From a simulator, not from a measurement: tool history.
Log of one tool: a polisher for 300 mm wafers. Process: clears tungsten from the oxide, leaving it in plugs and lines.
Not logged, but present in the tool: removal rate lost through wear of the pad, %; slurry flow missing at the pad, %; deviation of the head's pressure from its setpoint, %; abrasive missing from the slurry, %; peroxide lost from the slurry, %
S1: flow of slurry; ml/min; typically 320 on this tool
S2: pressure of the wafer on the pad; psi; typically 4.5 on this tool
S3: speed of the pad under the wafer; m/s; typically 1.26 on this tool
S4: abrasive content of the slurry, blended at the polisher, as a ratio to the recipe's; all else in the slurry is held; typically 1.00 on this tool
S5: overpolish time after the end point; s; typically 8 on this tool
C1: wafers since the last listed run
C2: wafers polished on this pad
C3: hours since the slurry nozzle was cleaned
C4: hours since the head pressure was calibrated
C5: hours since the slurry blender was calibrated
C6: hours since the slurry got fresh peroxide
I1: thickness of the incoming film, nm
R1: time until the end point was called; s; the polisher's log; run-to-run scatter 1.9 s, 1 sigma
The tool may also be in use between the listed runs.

run	day	S1	S2	S3	S4	S5	C1	C2	C3	C4	C5	C6	I1	R1
1	0.000	320	4.5	1.26	1.00	8	0	1072	573.5	813.8	260.1	41.3	630.2	114.8
# day 3.071: head pressure recalibrated
2	3.279	320	4.5	1.26	1.00	8	659	1732	652.2	5.0	338.8	120.0	628.9	114.8
3	6.767	320	4.5	1.26	1.00	8	719	2451	735.9	88.7	422.5	203.7	626.1	114.7
4	9.371	320	4.5	1.26	1.00	8	537	2989	798.4	151.2	485.0	266.2	634.7	123.4
5	12.729	320	4.5	1.26	1.00	8	693	3682	879.0	231.8	565.6	346.8	641.3	123.9
# day 16.196: slurry blender recalibrated
6	16.217	320	4.5	1.26	1.00	8	702	4384	962.7	315.5	0.5	430.5	631.2	121.8
# day 17.046: worn pad replaced by a new one
# day 17.488: slurry nozzle cleaned
# day 20.262: slurry tank refilled with fresh slurry and peroxide
7	20.625	405	4.5	1.50	1.00	9	858	721	75.3	421.3	106.3	8.7	640.6	94.7
8	22.304	320	4.5	1.26	1.30	8	346	1067	115.6	461.6	146.6	49.0	628.0	112.1
9	24.558	320	4.5	1.26	1.25	8	465	1533	169.7	515.7	200.7	103.1	631.4	109.6
10	27.929	320	4.5	1.26	1.00	8	695	2228	250.6	596.6	281.6	184.0	634.5	119.4
11	30.012	350	4.5	1.68	1.00	8	429	2658	300.6	646.6	331.6	234.0	621.8	86.4
12	34.188	420	6.0	1.60	1.15	8	861	3520	400.8	746.8	431.8	334.2	626.1	73.7
13	36.829	390	3.0	1.52	1.00	3	545	4065	464.2	810.2	495.2	397.6	635.7	128.9
# day 41.388: slurry blender recalibrated
# day 42.538: head pressure recalibrated
# day 43.650: worn pad replaced by a new one
# day 45.667: slurry tank refilled with fresh slurry and peroxide
14	46.617	320	4.5	1.26	1.00	8	1942	603	699.1	97.9	125.5	22.8	633.1	114.9
15	48.642	320	4.5	1.26	1.20	8	417	1021	747.7	146.5	174.1	71.4	620.5	109.3
16	53.058	320	4.5	1.26	1.00	8	911	1932	853.7	252.5	280.1	177.4	628.3	114.6
17	56.858	270	4.5	1.04	0.80	12	784	2716	944.9	343.7	371.3	268.6	635.2	159.1
# day 57.192: slurry nozzle cleaned
18	60.079	320	3.9	1.26	1.10	8	656	3372	69.3	421.0	448.6	345.9	628.1	131.1

Estimate the outcome of run 19 from the log above:
19	62.008	320	4.5	1.40	0.85	8	398	3771	115.6	467.3	494.9	392.2	633.3	?

For run 19 the tool returned R1 118.7 s.
With the hidden condition absent and the run-to-run variation left alone, this run would have shown R1 108.3 s.
